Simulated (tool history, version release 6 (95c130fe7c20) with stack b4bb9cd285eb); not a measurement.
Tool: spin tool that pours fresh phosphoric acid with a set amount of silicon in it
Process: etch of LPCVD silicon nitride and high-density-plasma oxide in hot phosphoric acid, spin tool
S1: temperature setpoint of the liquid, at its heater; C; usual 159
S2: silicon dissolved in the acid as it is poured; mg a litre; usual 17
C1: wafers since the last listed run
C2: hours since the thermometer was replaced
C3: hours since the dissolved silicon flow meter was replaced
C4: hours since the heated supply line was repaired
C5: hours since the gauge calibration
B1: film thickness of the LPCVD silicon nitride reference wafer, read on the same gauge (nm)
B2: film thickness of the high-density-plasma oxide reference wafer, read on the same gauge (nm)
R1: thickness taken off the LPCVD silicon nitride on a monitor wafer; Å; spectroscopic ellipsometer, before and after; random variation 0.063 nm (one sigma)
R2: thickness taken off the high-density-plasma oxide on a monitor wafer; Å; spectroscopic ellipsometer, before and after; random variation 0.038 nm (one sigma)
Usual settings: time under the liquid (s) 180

run 1 hour=0 | S1=157.5 S2=11 time_under_the_liquid_(s)=180 | C1=0 C2=2360.2 C3=699.3 C4=46.6 C5=244 | B1=140.03 B2=80.045 | R1=130.9 R2=4.84
run 2 hour=14.2 | S1=157.5 S2=11 time_under_the_liquid_(s)=180 | C1=90 C2=2374.4 C3=713.5 C4=60.8 C5=258.2 | B1=140 B2=80.024 | R1=131.3 R2=5.28
-- hour=14.9 gauge calibrated
run 3 hour=23.4 | S1=157.5 S2=11 time_under_the_liquid_(s)=180 | C1=58 C2=2383.6 C3=722.7 C4=70 C5=8.5 | B1=139.98 B2=80.011 | R1=130.2 R2=4.96
run 4 hour=30.3 | S1=159 S2=17 time_under_the_liquid_(s)=180 | C1=44 C2=2390.5 C3=729.6 C4=76.9 C5=15.4 | B1=139.97 B2=79.976 | R1=137 R2=3.93
run 5 hour=39 | S1=159 S2=17 time_under_the_liquid_(s)=180 | C1=55 C2=2399.2 C3=738.3 C4=85.6 C5=24.1 | B1=140.01 B2=79.979 | R1=136.7 R2=4.53
run 6 hour=49.1 | S1=156.5 S2=17 time_under_the_liquid_(s)=220 | C1=64 C2=2409.3 C3=748.4 C4=95.7 C5=34.2 | B1=139.98 B2=79.984 | R1=154.7 R2=4.77
run 7 hour=65.8 | S1=157.5 S2=30.5 time_under_the_liquid_(s)=180 | C1=106 C2=2426 C3=765.1 C4=112.4 C5=50.9 | B1=139.99 B2=79.991 | R1=129.6 R2=3.02
-- hour=68.3 thermometer replaced
-- hour=76 dissolved silicon flow meter replaced
run 8 hour=83.1 | S1=162 S2=26 time_under_the_liquid_(s)=85 | C1=97 C2=14.8 C3=7.1 C4=129.7 C5=68.2 | B1=140.03 B2=79.987 | R1=71.5 R2=2.18
run 9 hour=91.5 | S1=159 S2=17 time_under_the_liquid_(s)=180 | C1=53 C2=23.2 C3=15.5 C4=138.1 C5=76.6 | B1=139.99 B2=80.003 | R1=136.9 R2=4.92
run 10 hour=99.1 | S1=159 S2=17 time_under_the_liquid_(s)=180 | C1=48 C2=30.8 C3=23.1 C4=145.7 C5=84.2 | B1=140.02 B2=80.023 | R1=136.4 R2=4.7
run 11 hour=111.4 | S1=160 S2=13 time_under_the_liquid_(s)=180 | C1=78 C2=43.1 C3=35.4 C4=158 C5=96.5 | B1=140.02 B2=80.018 | R1=140.7 R2=6.01
run 12 hour=118 | S1=159 S2=17 time_under_the_liquid_(s)=180 | C1=42 C2=49.7 C3=42 C4=164.6 C5=103.1 | B1=139.97 B2=79.978 | R1=137.1 R2=4.53
run 13 hour=130.2 | S1=158 S2=12.5 time_under_the_liquid_(s)=135 | C1=77 C2=61.9 C3=54.2 C4=176.8 C5=115.3 | B1=139.98 B2=80.011 | R1=98.3 R2=3.91
run 14 hour=137.5 | S1=161 S2=24.5 time_under_the_liquid_(s)=105 | C1=46 C2=69.2 C3=61.5 C4=184.1 C5=122.6 | B1=139.99 B2=80.018 | R1=85 R2=2.73
run 15 hour=154.1 | S1=159 S2=17 time_under_the_liquid_(s)=180 | C1=106 C2=85.8 C3=78.1 C4=200.7 C5=139.2 | B1=139.98 B2=79.973 | R1=136.3 R2=5.35
run 16 hour=165.4 | S1=159 S2=17 time_under_the_liquid_(s)=180 | C1=72 C2=97.1 C3=89.4 C4=212 C5=150.5 | B1=139.99 B2=79.991 | R1=136 R2=4.55
run 17 hour=174.7 | S1=161 S2=22 time_under_the_liquid_(s)=180 | C1=59 C2=106.4 C3=98.7 C4=221.3 C5=159.8 | B1=140 B2=80.013 | R1=146.4 R2=4.19
run 18 hour=191.6 | S1=159 S2=9.5 time_under_the_liquid_(s)=180 | C1=107 C2=123.3 C3=115.6 C4=238.2 C5=176.7 | B1=140.01 B2=79.998 | R1=135.2 R2=5.49
run 19 hour=199.3 | S1=159 S2=23.5 time_under_the_liquid_(s)=85 | C1=49 C2=131 C3=123.3 C4=245.9 C5=184.4 | B1=139.97 B2=80.022 | R1=63.8 R2=2.19
run 20 hour=210.4 | S1=159 S2=17 time_under_the_liquid_(s)=180 | C1=70 C2=142.1 C3=134.4 C4=257 C5=195.5 | B1=139.99 B2=79.965 | R1=135.1 R2=4.77
run 21 hour=216.9 | S1=159 S2=5.5 time_under_the_liquid_(s)=290 | C1=41 C2=148.6 C3=140.9 C4=263.5 C5=202 | B1=140.01 B2=79.978 | R1=216.9 R2=8.78

4 ways to go on from here, each from the tool as it stands after run 21. What would each give?
run A hour=217.4 | S1=159 S2=17 time_under_the_liquid_(s)=180 | C1=3 C2=149.1 C3=141.4 C4=264 C5=202.5 | B1=? B2=? | R1=? R2=?
run B hour=217.4 | S1=160 S2=17 time_under_the_liquid_(s)=180 | C1=3 C2=149.1 C3=141.4 C4=264 C5=202.5 | B1=? B2=? | R1=? R2=?
run C hour=217.4 | S1=157 S2=17 time_under_the_liquid_(s)=180 | C1=3 C2=149.1 C3=141.4 C4=264 C5=202.5 | B1=? B2=? | R1=? R2=?
run D hour=217.4 | S1=160.5 S2=6.5 time_under_the_liquid_(s)=225 | C1=3 C2=149.1 C3=141.4 C4=264 C5=202.5 | B1=? B2=? | R1=? R2=?

run=A B1=140 B2=80.009 R1=134.7 R2=5.18
run=B B1=140 B2=80.009 R1=139.3 R2=5.58
run=C B1=140 B2=80.009 R1=125.8 R2=4.45
run=D B1=140 B2=80.009 R1=177.1 R2=9.23
Without the tool's hidden state the same runs would have given:
run=A R1=139 R2=5.54
run=B R1=143.7 R2=5.97
run=C R1=129.8 R2=4.77
run=D R1=182.7 R2=9.89
